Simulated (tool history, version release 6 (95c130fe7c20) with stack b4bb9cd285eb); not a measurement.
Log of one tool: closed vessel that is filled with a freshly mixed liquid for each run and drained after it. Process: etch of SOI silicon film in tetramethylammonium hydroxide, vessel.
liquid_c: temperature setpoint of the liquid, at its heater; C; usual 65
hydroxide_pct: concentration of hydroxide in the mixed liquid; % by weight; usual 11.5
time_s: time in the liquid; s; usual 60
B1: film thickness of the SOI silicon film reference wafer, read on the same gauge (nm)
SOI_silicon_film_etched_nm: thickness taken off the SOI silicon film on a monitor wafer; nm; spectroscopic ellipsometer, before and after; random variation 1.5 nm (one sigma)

run 1 day=0 | liquid_c=62.5 hydroxide_pct=11.5 time_s=35 | B1=90.03 | SOI_silicon_film_etched_nm=129.19
run 2 day=0.612 | liquid_c=62.5 hydroxide_pct=11.5 time_s=35 | B1=90.01 | SOI_silicon_film_etched_nm=129.85
run 3 day=1.088 | liquid_c=62.5 hydroxide_pct=11.5 time_s=35 | B1=90 | SOI_silicon_film_etched_nm=129.95
run 4 day=1.662 | liquid_c=65 hydroxide_pct=11.5 time_s=60 | B1=90.04 | SOI_silicon_film_etched_nm=257.95
run 5 day=2.229 | liquid_c=65 hydroxide_pct=11.5 time_s=60 | B1=90.01 | SOI_silicon_film_etched_nm=257.4
-- day=2.354 hydroxide flow meter replaced
run 6 day=2.658 | liquid_c=65 hydroxide_pct=11.5 time_s=60 | B1=89.99 | SOI_silicon_film_etched_nm=259.05
run 7 day=3.312 | liquid_c=69 hydroxide_pct=9 time_s=60 | B1=90 | SOI_silicon_film_etched_nm=357.5
-- day=3.592 gauge calibrated
run 8 day=3.683 | liquid_c=69 hydroxide_pct=9 time_s=60 | B1=90.03 | SOI_silicon_film_etched_nm=357.11
run 9 day=4.262 | liquid_c=62.5 hydroxide_pct=11.5 time_s=60 | B1=89.98 | SOI_silicon_film_etched_nm=217.83
run 10 day=4.962 | liquid_c=65 hydroxide_pct=9.5 time_s=60 | B1=90 | SOI_silicon_film_etched_nm=272.32
-- day=5.229 thermometer replaced
run 11 day=5.479 | liquid_c=65 hydroxide_pct=11.5 time_s=60 | B1=89.98 | SOI_silicon_film_etched_nm=301.36
run 12 day=5.979 | liquid_c=70.5 hydroxide_pct=8.5 time_s=80 | B1=90 | SOI_silicon_film_etched_nm=616.17
run 13 day=6.379 | liquid_c=65 hydroxide_pct=15 time_s=60 | B1=90.03 | SOI_silicon_film_etched_nm=261
run 14 day=6.817 | liquid_c=65 hydroxide_pct=11.5 time_s=70 | B1=89.97 | SOI_silicon_film_etched_nm=347.58
run 15 day=7.229 | liquid_c=65 hydroxide_pct=11.5 time_s=60 | B1=90.01 | SOI_silicon_film_etched_nm=298.74
run 16 day=7.571 | liquid_c=65 hydroxide_pct=11.5 time_s=60 | B1=90 | SOI_silicon_film_etched_nm=298.36

Measured less the same run without the tool's hidden state. The same run-to-run variation is in both; the gauge's scatter may not be:
The hidden state here: liquid colder than its thermometer reads (K); hydroxide flow above the setpoint (%); gauge reads high (%).
run=1 SOI_silicon_film_etched_nm=-24.16
run=2 SOI_silicon_film_etched_nm=-24.58
run=3 SOI_silicon_film_etched_nm=-24.89
run=4 SOI_silicon_film_etched_nm=-49.14
run=5 SOI_silicon_film_etched_nm=-49.6
run=6 SOI_silicon_film_etched_nm=-50.3
run=7 SOI_silicon_film_etched_nm=-68.42
run=8 SOI_silicon_film_etched_nm=-68.85
run=9 SOI_silicon_film_etched_nm=-44.35
run=10 SOI_silicon_film_etched_nm=-55.29
run=11 SOI_silicon_film_etched_nm=-6.83
run=12 SOI_silicon_film_etched_nm=-14.61
run=13 SOI_silicon_film_etched_nm=-6.72
run=14 SOI_silicon_film_etched_nm=-9.38
run=15 SOI_silicon_film_etched_nm=-8.43
run=16 SOI_silicon_film_etched_nm=-8.8
